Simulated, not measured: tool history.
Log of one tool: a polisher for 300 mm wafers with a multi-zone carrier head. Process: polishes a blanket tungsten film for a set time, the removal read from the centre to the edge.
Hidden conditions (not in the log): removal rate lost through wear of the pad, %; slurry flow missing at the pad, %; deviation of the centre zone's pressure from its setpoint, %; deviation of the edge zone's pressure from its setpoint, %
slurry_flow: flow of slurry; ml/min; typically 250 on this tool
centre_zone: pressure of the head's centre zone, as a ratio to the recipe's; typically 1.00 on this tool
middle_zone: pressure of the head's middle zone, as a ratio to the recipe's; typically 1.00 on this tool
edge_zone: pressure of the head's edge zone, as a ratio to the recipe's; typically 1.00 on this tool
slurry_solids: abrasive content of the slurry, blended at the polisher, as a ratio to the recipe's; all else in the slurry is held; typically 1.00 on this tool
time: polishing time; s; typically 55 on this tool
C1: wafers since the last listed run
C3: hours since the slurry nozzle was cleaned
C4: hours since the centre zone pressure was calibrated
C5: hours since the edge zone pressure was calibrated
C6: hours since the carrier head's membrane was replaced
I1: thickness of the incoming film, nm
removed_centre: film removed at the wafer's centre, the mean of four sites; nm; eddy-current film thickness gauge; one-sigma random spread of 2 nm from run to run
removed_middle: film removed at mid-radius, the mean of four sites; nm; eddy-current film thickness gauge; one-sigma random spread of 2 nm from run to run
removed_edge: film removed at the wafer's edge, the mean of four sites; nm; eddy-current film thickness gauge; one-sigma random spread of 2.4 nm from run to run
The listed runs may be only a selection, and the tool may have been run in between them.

Run 1, hour 0.0: usual settings but slurry_flow 280 ml/min, edge_zone 0.95, slurry_solids 1.15, time 71 s; C1 0; wafers polished on this pad 821; C3 329.6; C4 144.2; C5 363.9; C6 58.4; I1 1127.5. Result: removed_centre 443.5 nm, removed_middle 437.6 nm, removed_edge 428.9 nm.
Run 2, hour 105.1: usual settings but slurry_flow 210 ml/min, edge_zone 1.11, slurry_solids 0.90; C1 749; wafers polished on this pad 1570; C3 434.7; C4 249.3; C5 469.0; C6 163.5; I1 1139.1. Result: removed_centre 319.5 nm, removed_middle 318.9 nm, removed_edge 333.4 nm.
Run 3, hour 209.2: usual settings but edge_zone 1.11; C1 742; wafers polished on this pad 2313; C3 538.8; C4 353.4; C5 573.1; C6 267.6; I1 1124.9. Result: removed_centre 327.0 nm, removed_middle 327.1 nm, removed_edge 340.5 nm.
At hour 312.5: slurry nozzle cleaned.
At hour 325.4: edge zone pressure recalibrated.
Run 4, hour 328.7: usual settings but slurry_flow 180 ml/min, slurry_solids 0.75; C1 831; wafers polished on this pad 3144; C3 16.2; C4 472.9; C5 3.3; C6 387.1; I1 1111.2. Result: removed_centre 306.6 nm, removed_middle 304.5 nm, removed_edge 307.1 nm.
Run 5, hour 487.9: usual settings but slurry_flow 335 ml/min, edge_zone 0.94; C1 1135; wafers polished on this pad 4280; C3 175.4; C4 632.1; C5 162.5; C6 546.3; I1 1122.4. Result: removed_centre 332.3 nm, removed_middle 326.4 nm, removed_edge 318.2 nm.
Run 6, hour 595.4: usual settings but slurry_flow 210 ml/min, edge_zone 1.11, slurry_solids 0.90; C1 766; wafers polished on this pad 5047; C3 282.9; C4 739.6; C5 270.0; C6 653.8; I1 1143.6. Result: removed_centre 310.0 nm, removed_middle 310.0 nm, removed_edge 317.4 nm.
At hour 606.4: worn pad replaced by a new one.
At hour 658.1: centre zone pressure recalibrated.
Run 7, hour 695.3: usual settings; C1 669; wafers polished on this pad 620; C3 382.8; C4 37.2; C5 369.9; C6 753.7; I1 1128.8. Result: removed_centre 332.1 nm, removed_middle 329.1 nm, removed_edge 332.4 nm.
Run 8, hour 766.4: usual settings but slurry_solids 1.15; C1 507; wafers polished on this pad 1127; C3 453.9; C4 108.3; C5 441.0; C6 824.8; I1 1100.4. Result: removed_centre 336.7 nm, removed_middle 336.8 nm, removed_edge 333.8 nm.
At hour 790.5: carrier head's membrane replaced by a new one.
Run 9, hour 866.4: usual settings but centre_zone 0.92, middle_zone 0.93, edge_zone 0.97, time 66 s; C1 677; wafers polished on this pad 1805; C3 553.9; C4 208.3; C5 541.0; C6 75.9; I1 1143.5. Result: removed_centre 378.7 nm, removed_middle 358.9 nm, removed_edge 385.2 nm.
Run 10, hour 914.5: usual settings; C1 343; wafers polished on this pad 2148; C3 602.0; C4 256.4; C5 589.1; C6 124.0; I1 1122.5. Result: removed_centre 333.2 nm, removed_middle 328.7 nm, removed_edge 328.5 nm.
Run 11, hour 971.1: usual settings but middle_zone 1.06; C1 403; wafers polished on this pad 2552; C3 658.6; C4 313.0; C5 645.7; C6 180.6; I1 1126.2. Result: removed_centre 325.2 nm, removed_middle 357.0 nm, removed_edge 325.9 nm.
At hour 987.5: slurry nozzle cleaned.
Run 12, hour 1065.1: usual settings; C1 663; wafers polished on this pad 3215; C3 77.6; C4 407.0; C5 739.7; C6 274.6; I1 1122.7. Result: removed_centre 326.3 nm, removed_middle 326.4 nm, removed_edge 323.0 nm.
At hour 1091.3: edge zone pressure recalibrated.
Run 13, hour 1171.0: usual settings but slurry_flow 325 ml/min, middle_zone 1.10, edge_zone 1.07, time 67 s; C1 741; wafers polished on this pad 3956; C3 183.5; C4 512.9; C5 79.7; C6 380.5; I1 1127.2. Result: removed_centre 403.0 nm, removed_middle 447.5 nm, removed_edge 409.5 nm.
At hour 1346.3: worn pad replaced by a new one.
Run 14, hour 1377.4: usual settings but slurry_flow 275 ml/min, middle_zone 1.05; C1 1443; wafers polished on this pad 221; C3 389.9; C4 719.3; C5 286.1; C6 586.9; I1 1129.8. Result: removed_centre 337.5 nm, removed_middle 352.8 nm, removed_edge 328.5 nm.
Run 15, hour 1426.2: usual settings but edge_zone 0.90, time 36 s; C1 348; wafers polished on this pad 569; C3 438.7; C4 768.1; C5 334.9; C6 635.7; I1 1103.3. Result: removed_centre 219.0 nm, removed_middle 215.7 nm, removed_edge 209.0 nm.
At hour 1429.5: centre zone pressure recalibrated.
Run 16, hour 1515.8: usual settings; C1 624; wafers polished on this pad 1194; C3 528.3; C4 86.3; C5 424.5; C6 725.3; I1 1121.4. Result: removed_centre 330.8 nm, removed_middle 331.1 nm, removed_edge 331.4 nm.
Run 17, hour 1573.5: usual settings but slurry_flow 315 ml/min, centre_zone 1.12, slurry_solids 0.85, time 72 s; C1 411; wafers polished on this pad 1606; C3 586.0; C4 144.0; C5 482.2; C6 783.0; I1 1104.1. Result: removed_centre 462.5 nm, removed_middle 430.7 nm, removed_edge 431.1 nm.
At hour 1620.1: carrier head's membrane replaced by a new one.
Run 18, hour 1644.8: usual settings but middle_zone 1.08, time 49 s; C1 472; wafers polished on this pad 2079; C3 657.3; C4 215.3; C5 553.5; C6 24.7; I1 1112.4. Result: removed_centre 296.4 nm, removed_middle 324.5 nm, removed_edge 288.9 nm.
Run 19, hour 1693.5: usual settings but slurry_solids 1.20; C1 347; wafers polished on this pad 2426; C3 706.0; C4 264.0; C5 602.2; C6 73.4; I1 1112.6. Result: removed_centre 332.4 nm, removed_middle 338.5 nm, removed_edge 336.8 nm.
At hour 1735.0: slurry nozzle cleaned.
At hour 1773.7: edge zone pressure recalibrated.
Run 20, hour 1799.4: usual settings but slurry_flow 200 ml/min, slurry_solids 1.25; C1 734; wafers polished on this pad 3160; C3 64.4; C4 369.9; C5 25.7; C6 179.3; I1 1140.2. Result: removed_centre 327.0 nm, removed_middle 330.2 nm, removed_edge 325.5 nm.
Run 21, hour 1856.3: usual settings but slurry_flow 170 ml/min, middle_zone 0.93; C1 405; wafers polished on this pad 3566; C3 121.3; C4 426.8; C5 82.6; C6 236.2; I1 1109.9. Result: removed_centre 312.9 nm, removed_middle 284.9 nm, removed_edge 311.5 nm.

Here are 4 independent what-if runs from the current tool condition. What would each one return?
Run A, hour 1856.7: usual settings but edge_zone 0.96; C1 2; wafers polished on this pad 3569; C3 121.7; C4 427.2; C5 83.0; C6 236.6; I1 1116.0. Result: removed_centre ?, removed_middle ?, removed_edge ?.
Run B, hour 1856.7: usual settings but slurry_flow 180 ml/min, edge_zone 0.96, slurry_solids 1.15; C1 2; wafers polished on this pad 3569; C3 121.7; C4 427.2; C5 83.0; C6 236.6; I1 1116.0. Result: removed_centre ?, removed_middle ?, removed_edge ?.
Run C, hour 1856.7: usual settings but slurry_flow 310 ml/min; C1 2; wafers polished on this pad 3569; C3 121.7; C4 427.2; C5 83.0; C6 236.6; I1 1116.0. Result: removed_centre ?, removed_middle ?, removed_edge ?.
Run D, hour 1856.7: usual settings but slurry_flow 190 ml/min; C1 2; wafers polished on this pad 3569; C3 121.7; C4 427.2; C5 83.0; C6 236.6; I1 1116.0. Result: removed_centre ?, removed_middle ?, removed_edge ?.

run  removed_centre  removed_middle  removed_edge
  A           324.1           327.4         318.5
  B           318.0           322.4         316.3
  C           331.0           333.7         327.7
  D           314.2           318.4         316.3
Without the tool's hidden state the same runs would have given:
run  removed_centre  removed_middle  removed_edge
  A           330.9           334.3         325.1
  B           324.6           329.2         322.9
  C           337.9           340.6         334.5
  D           320.8           325.0         322.9
